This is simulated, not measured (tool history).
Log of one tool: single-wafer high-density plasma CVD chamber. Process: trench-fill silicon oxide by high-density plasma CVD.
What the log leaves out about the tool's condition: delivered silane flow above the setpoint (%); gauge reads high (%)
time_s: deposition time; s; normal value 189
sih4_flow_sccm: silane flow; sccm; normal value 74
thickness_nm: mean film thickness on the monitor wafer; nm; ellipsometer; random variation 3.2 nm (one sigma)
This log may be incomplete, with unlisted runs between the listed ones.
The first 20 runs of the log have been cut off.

| run | day | time_s | sih4_flow_sccm | wafers since the last listed run | hours since the silane flow controller was replaced | hours since the gauge calibration | read-back reference wafer on the same gauge, thickness_nm | thickness_nm |
|---|---|---|---|---|---|---|---|---|
| 21 | 64.508 | 176 | 60 | 767 | 3223.7 | 156.4 | 1229.149 | 1077.219 |
| 22 | 67.704 | 162 | 69 | 745 | 3300.4 | 233.1 | 1229.566 | 1141.080 |
| 23 | 70.929 | 178 | 79 | 752 | 3377.8 | 310.5 | 1229.149 | 1439.619 |
|  | 72.138 | silane flow controller replaced |
| 24 | 75.117 | 189 | 74 | 899 | 71.5 | 411.0 | 1229.526 | 1392.068 |
| 25 | 78.804 | 189 | 74 | 860 | 160.0 | 499.5 | 1230.295 | 1398.917 |
| 26 | 83.004 | 189 | 84 | 980 | 260.8 | 600.3 | 1229.522 | 1581.354 |
| 27 | 86.575 | 209 | 74 | 833 | 346.5 | 686.0 | 1230.078 | 1542.748 |
| 28 | 91.033 | 189 | 74 | 1040 | 453.5 | 793.0 | 1229.895 | 1388.054 |
| 29 | 94.629 | 189 | 74 | 839 | 539.8 | 879.3 | 1230.187 | 1389.096 |
| 30 | 96.321 | 203 | 82 | 394 | 580.4 | 919.9 | 1230.003 | 1651.251 |
| 31 | 99.712 | 189 | 86 | 791 | 661.8 | 1001.3 | 1229.320 | 1620.400 |
| 32 | 103.850 | 214 | 70 | 965 | 761.1 | 1100.6 | 1230.161 | 1497.296 |
| 33 | 105.842 | 157 | 61 | 464 | 808.9 | 1148.4 | 1230.379 | 956.669 |
| 34 | 108.904 | 189 | 74 | 714 | 882.4 | 1221.9 | 1230.107 | 1388.829 |
| 35 | 111.950 | 189 | 87 | 710 | 955.5 | 1295.0 | 1229.825 | 1642.479 |
| 36 | 115.329 | 217 | 86 | 788 | 1036.6 | 1376.1 | 1230.123 | 1858.574 |
| 37 | 117.229 | 172 | 74 | 443 | 1082.2 | 1421.7 | 1229.376 | 1271.187 |
| 38 | 119.325 | 163 | 85 | 489 | 1132.5 | 1472.0 | 1230.139 | 1379.147 |
| 39 | 121.446 | 189 | 74 | 494 | 1183.4 | 1522.9 | 1229.758 | 1397.093 |
| 40 | 125.746 | 177 | 74 | 1003 | 1286.6 | 1626.1 | 1229.880 | 1309.981 |
| 41 | 129.458 | 189 | 74 | 866 | 1375.7 | 1715.2 | 1230.374 | 1395.301 |
| 42 | 132.850 | 227 | 74 | 791 | 1457.1 | 1796.6 | 1230.142 | 1677.477 |
| 43 | 136.779 | 222 | 74 | 916 | 1551.4 | 1890.9 | 1230.163 | 1640.268 |
| 44 | 140.058 | 189 | 87 | 765 | 1630.1 | 1969.6 | 1229.417 | 1640.755 |
| 45 | 143.046 | 163 | 64 | 697 | 1701.8 | 2041.3 | 1229.846 | 1045.248 |

Consider 5 possible next runs. They are alternatives, not a sequence: every one starts from the tool as it was left by run 45. What does each give?
| A | 143.067 | 189 | 60 | 4 | 1702.3 | 2041.8 | ? | ? |
| B | 143.067 | 211 | 69 | 4 | 1702.3 | 2041.8 | ? | ? |
| C | 143.067 | 199 | 84 | 4 | 1702.3 | 2041.8 | ? | ? |
| D | 143.067 | 205 | 69 | 4 | 1702.3 | 2041.8 | ? | ? |
| E | 143.067 | 202 | 60 | 4 | 1702.3 | 2041.8 | ? | ? |

| run | read-back reference wafer on the same gauge, thickness_nm | thickness_nm |
|---|---|---|
| A | 1229.878 | 1136.660 |
| B | 1229.878 | 1459.315 |
| C | 1229.878 | 1675.521 |
| D | 1229.878 | 1417.818 |
| E | 1229.878 | 1214.843 |
What these runs would have given with no unlogged condition in the tool:
| run | thickness_nm |
|---|---|
| A | 1133.572 |
| B | 1455.351 |
| C | 1670.969 |
| D | 1413.966 |
| E | 1211.543 |

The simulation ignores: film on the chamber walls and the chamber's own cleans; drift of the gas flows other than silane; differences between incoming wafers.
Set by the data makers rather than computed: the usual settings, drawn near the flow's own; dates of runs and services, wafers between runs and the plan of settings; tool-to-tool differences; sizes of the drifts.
